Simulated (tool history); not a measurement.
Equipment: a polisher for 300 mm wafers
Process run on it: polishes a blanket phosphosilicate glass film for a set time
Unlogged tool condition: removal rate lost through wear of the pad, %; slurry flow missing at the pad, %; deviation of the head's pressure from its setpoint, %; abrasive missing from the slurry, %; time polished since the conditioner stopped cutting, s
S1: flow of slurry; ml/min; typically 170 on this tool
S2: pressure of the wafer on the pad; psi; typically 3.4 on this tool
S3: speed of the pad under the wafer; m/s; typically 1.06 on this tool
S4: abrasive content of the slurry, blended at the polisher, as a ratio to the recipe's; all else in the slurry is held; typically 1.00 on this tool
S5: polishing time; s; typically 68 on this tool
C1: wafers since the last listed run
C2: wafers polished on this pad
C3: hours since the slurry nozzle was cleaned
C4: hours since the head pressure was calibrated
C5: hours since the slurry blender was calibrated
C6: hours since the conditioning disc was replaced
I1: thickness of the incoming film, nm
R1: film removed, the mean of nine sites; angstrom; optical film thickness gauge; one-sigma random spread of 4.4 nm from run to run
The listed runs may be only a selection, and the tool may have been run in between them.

{"run": 1, "hour": 0.0, "S1": 170, "S2": 3.4, "S3": 1.06, "S4": 1.0, "S5": 68, "C1": 0, "C2": 645, "C3": 190.2, "C4": 1178.4, "C5": 19.5, "C6": 271.1, "I1": 4705.2, "R1": 5183}
{"hour": 45.3, "done": "head pressure recalibrated"}
{"hour": 213.1, "done": "conditioning disc replaced and pad reconditioned"}
{"run": 2, "hour": 259.1, "S1": 170, "S2": 3.4, "S3": 1.06, "S4": 1.0, "S5": 68, "C1": 2062, "C2": 2707, "C3": 449.3, "C4": 213.8, "C5": 278.6, "C6": 46.0, "I1": 4728.5, "R1": 4901}
{"run": 3, "hour": 351.7, "S1": 125, "S2": 3.4, "S3": 1.06, "S4": 1.0, "S5": 68, "C1": 748, "C2": 3456, "C3": 541.9, "C4": 306.4, "C5": 371.2, "C6": 138.6, "I1": 4805.5, "R1": 4280}
{"hour": 356.4, "done": "slurry nozzle cleaned"}
{"hour": 386.7, "done": "worn pad replaced by a new one"}
{"run": 4, "hour": 392.6, "S1": 125, "S2": 3.4, "S3": 1.06, "S4": 1.0, "S5": 68, "C1": 290, "C2": 47, "C3": 36.2, "C4": 347.3, "C5": 412.1, "C6": 179.5, "I1": 4756.5, "R1": 4990}
{"run": 5, "hour": 485.2, "S1": 125, "S2": 3.4, "S3": 1.06, "S4": 1.0, "S5": 68, "C1": 748, "C2": 796, "C3": 128.8, "C4": 439.9, "C5": 504.7, "C6": 272.1, "I1": 4798.4, "R1": 4826}
{"hour": 554.2, "done": "slurry blender recalibrated"}
{"run": 6, "hour": 589.3, "S1": 170, "S2": 3.4, "S3": 1.06, "S4": 1.0, "S5": 68, "C1": 825, "C2": 1621, "C3": 232.9, "C4": 544.0, "C5": 35.1, "C6": 376.2, "I1": 4763.5, "R1": 5194}
{"run": 7, "hour": 693.8, "S1": 170, "S2": 3.4, "S3": 1.06, "S4": 1.0, "S5": 68, "C1": 844, "C2": 2466, "C3": 337.4, "C4": 648.5, "C5": 139.6, "C6": 480.7, "I1": 4716.5, "R1": 5060}
{"hour": 727.9, "done": "conditioning disc replaced and pad reconditioned"}
{"hour": 769.7, "done": "slurry nozzle cleaned"}
{"run": 8, "hour": 789.7, "S1": 170, "S2": 3.4, "S3": 1.06, "S4": 1.0, "S5": 68, "C1": 751, "C2": 3217, "C3": 20.0, "C4": 744.4, "C5": 235.5, "C6": 61.8, "I1": 4658.3, "R1": 5357}
{"hour": 861.7, "done": "worn pad replaced by a new one"}
{"run": 9, "hour": 862.2, "S1": 170, "S2": 3.4, "S3": 1.06, "S4": 1.0, "S5": 68, "C1": 553, "C2": 4, "C3": 92.5, "C4": 816.9, "C5": 308.0, "C6": 134.3, "I1": 4769.6, "R1": 5291}
{"run": 10, "hour": 931.7, "S1": 190, "S2": 3.4, "S3": 1.06, "S4": 1.0, "S5": 68, "C1": 561, "C2": 566, "C3": 162.0, "C4": 886.4, "C5": 377.5, "C6": 203.8, "I1": 4758.3, "R1": 5404}
{"run": 11, "hour": 1024.0, "S1": 170, "S2": 3.4, "S3": 1.06, "S4": 1.0, "S5": 68, "C1": 746, "C2": 1312, "C3": 254.3, "C4": 978.7, "C5": 469.8, "C6": 296.1, "I1": 4697.7, "R1": 5096}
{"hour": 1107.0, "done": "slurry blender recalibrated"}
{"run": 12, "hour": 1107.5, "S1": 170, "S2": 3.4, "S3": 1.06, "S4": 1.0, "S5": 68, "C1": 658, "C2": 1971, "C3": 337.8, "C4": 1062.2, "C5": 0.5, "C6": 379.6, "I1": 4689.0, "R1": 5017}
{"run": 13, "hour": 1160.2, "S1": 170, "S2": 3.0, "S3": 1.06, "S4": 1.3, "S5": 81, "C1": 426, "C2": 2397, "C3": 390.5, "C4": 1114.9, "C5": 53.2, "C6": 432.3, "I1": 4703.4, "R1": 5789}
{"hour": 1163.4, "done": "conditioning disc replaced and pad reconditioned"}
{"hour": 1208.5, "done": "slurry nozzle cleaned"}
{"run": 14, "hour": 1220.0, "S1": 185, "S2": 3.4, "S3": 0.76, "S4": 1.0, "S5": 77, "C1": 459, "C2": 2856, "C3": 11.5, "C4": 1174.7, "C5": 113.0, "C6": 56.6, "I1": 4722.0, "R1": 4720}
{"run": 15, "hour": 1284.6, "S1": 115, "S2": 3.4, "S3": 1.16, "S4": 1.0, "S5": 90, "C1": 522, "C2": 3378, "C3": 76.1, "C4": 1239.3, "C5": 177.6, "C6": 121.2, "I1": 4705.5, "R1": 6995}
{"run": 16, "hour": 1325.7, "S1": 145, "S2": 3.4, "S3": 1.06, "S4": 0.9, "S5": 68, "C1": 332, "C2": 3711, "C3": 117.2, "C4": 1280.4, "C5": 218.7, "C6": 162.3, "I1": 4696.6, "R1": 4921}
{"hour": 1347.8, "done": "worn pad replaced by a new one"}
{"run": 17, "hour": 1372.7, "S1": 170, "S2": 3.4, "S3": 1.06, "S4": 1.0, "S5": 68, "C1": 347, "C2": 201, "C3": 164.2, "C4": 1327.4, "C5": 265.7, "C6": 209.3, "I1": 4757.3, "R1": 5284}
{"hour": 1381.7, "done": "head pressure recalibrated"}
{"run": 18, "hour": 1427.8, "S1": 170, "S2": 3.1, "S3": 1.06, "S4": 1.0, "S5": 83, "C1": 429, "C2": 630, "C3": 219.3, "C4": 46.1, "C5": 320.8, "C6": 264.4, "I1": 4678.4, "R1": 5780}
{"hour": 1565.4, "done": "conditioning disc replaced and pad reconditioned"}
{"hour": 1636.5, "done": "slurry nozzle cleaned"}
{"hour": 1646.7, "done": "slurry blender recalibrated"}
{"hour": 1724.2, "done": "worn pad replaced by a new one"}
{"run": 19, "hour": 1750.7, "S1": 170, "S2": 3.4, "S3": 1.06, "S4": 1.0, "S5": 68, "C1": 2537, "C2": 214, "C3": 114.2, "C4": 369.0, "C5": 104.0, "C6": 185.3, "I1": 4845.4, "R1": 5335}
{"run": 20, "hour": 1799.7, "S1": 150, "S2": 3.4, "S3": 1.06, "S4": 1.0, "S5": 86, "C1": 396, "C2": 610, "C3": 163.2, "C4": 418.0, "C5": 153.0, "C6": 234.3, "I1": 4692.6, "R1": 6479}
{"run": 21, "hour": 1870.8, "S1": 170, "S2": 3.4, "S3": 1.06, "S4": 1.2, "S5": 68, "C1": 574, "C2": 1185, "C3": 234.3, "C4": 489.1, "C5": 224.1, "C6": 305.4, "I1": 4708.9, "R1": 5535}
{"run": 22, "hour": 1959.8, "S1": 170, "S2": 3.4, "S3": 1.06, "S4": 1.0, "S5": 68, "C1": 719, "C2": 1904, "C3": 323.3, "C4": 578.1, "C5": 313.1, "C6": 394.4, "I1": 4827.8, "R1": 5090}
{"run": 23, "hour": 1996.3, "S1": 140, "S2": 3.4, "S3": 1.06, "S4": 1.3, "S5": 61, "C1": 295, "C2": 2199, "C3": 359.8, "C4": 614.6, "C5": 349.6, "C6": 430.9, "I1": 4727.0, "R1": 4745}
{"hour": 2072.4, "done": "slurry nozzle cleaned"}
{"hour": 2098.0, "done": "conditioning disc replaced and pad reconditioned"}
{"run": 24, "hour": 2098.8, "S1": 170, "S2": 3.4, "S3": 1.06, "S4": 1.0, "S5": 68, "C1": 804, "C2": 3004, "C3": 26.4, "C4": 717.1, "C5": 452.1, "C6": 0.8, "I1": 4832.1, "R1": 5312}
{"hour": 2192.2, "done": "worn pad replaced by a new one"}
{"run": 25, "hour": 2197.1, "S1": 170, "S2": 3.4, "S3": 1.06, "S4": 1.0, "S5": 68, "C1": 762, "C2": 39, "C3": 124.7, "C4": 815.4, "C5": 550.4, "C6": 99.1, "I1": 4732.6, "R1": 5294}

Below, some changes in R1 between adjacent runs. For each, the amount present without the hidden state too (settings, incoming material, random variation) and the amount remaining for the hidden state with gauge scatter not shared by both compared results:
Run 3 -> 4: slurry nozzle cleaned, worn pad replaced by a new one. R1 +710 angstrom: hidden state +732, all else -22.
Run 13 -> 14: S1 170 -> 185, S2 3.0 -> 3.4, S3 1.06 -> 0.76, S4 1.30 -> 1.00, S5 81 -> 77, conditioning disc replaced and pad reconditioned, slurry nozzle cleaned. R1 -1069 angstrom: hidden state +504, all else -1573.
Run 14 -> 15: S1 185 -> 115, S3 0.76 -> 1.16, S5 77 -> 90. R1 +2275 angstrom: hidden state -145, all else +2420.
Run 15 -> 16: S1 115 -> 145, S3 1.16 -> 1.06, S4 1.00 -> 0.90, S5 90 -> 68. R1 -2074 angstrom: hidden state +39, all else -2113.
